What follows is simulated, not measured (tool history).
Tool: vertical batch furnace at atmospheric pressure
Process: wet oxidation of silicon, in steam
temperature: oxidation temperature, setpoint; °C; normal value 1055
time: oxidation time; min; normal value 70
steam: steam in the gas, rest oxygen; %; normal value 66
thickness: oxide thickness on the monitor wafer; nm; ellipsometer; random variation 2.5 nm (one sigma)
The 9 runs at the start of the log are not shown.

| run | day | temperature | time | steam | wafers since the last listed run | hours since the last temperature calibration | hours since the steam generator was serviced | hours since the gauge calibration | read-back reference wafer on the same gauge, thickness | thickness |
|---|---|---|---|---|---|---|---|---|---|---|
| 10 | 24.279 | 1055 | 46 | 66 | 1758 | 798.1 | 2075 | 1324 | 431.42 | 414.2 |
| 11 | 25.508 | 1055 | 46 | 66 | 377 | 827.6 | 2104.5 | 1353.5 | 432.22 | 413.7 |
|  | 27.712 | gauge calibrated |
| 12 | 27.812 | 1055 | 46 | 66 | 707 | 882.9 | 2159.8 | 2.4 | 432.76 | 416.49 |
| 13 | 30.329 | 1055 | 70 | 66 | 772 | 943.3 | 2220.2 | 62.8 | 431.85 | 522.69 |
| 14 | 31.912 | 1055 | 70 | 66 | 486 | 981.3 | 2258.2 | 100.8 | 432.3 | 527.15 |
| 15 | 34.592 | 1055 | 70 | 66 | 822 | 1045.6 | 2322.5 | 165.1 | 432.88 | 530 |
| 16 | 35.779 | 1062 | 44.5 | 66 | 364 | 1074.1 | 2351 | 193.6 | 432.63 | 420.88 |
|  | 37.358 | steam generator serviced |
| 17 | 37.525 | 1044 | 86 | 60 | 229 | 1116 | 4 | 235.5 | 431.92 | 535.83 |
| 18 | 40.438 | 1055 | 70 | 66 | 894 | 1185.9 | 73.9 | 305.4 | 432.58 | 527.05 |
| 19 | 43.304 | 1055 | 70 | 66 | 880 | 1254.7 | 142.7 | 374.2 | 432.43 | 527.24 |

Estimate the outcome of run 20 from the log above:
| 20 | 44.883 | 1041 | 70 | 66 | 485 | 1292.6 | 180.6 | 412.1 | ? | ? |

{"run 20": {"read-back reference wafer on the same gauge, thickness": 432.19, "thickness": 494.33}}
The same run, on a tool lacking any hidden state, would have yielded thickness 483.89 nm.
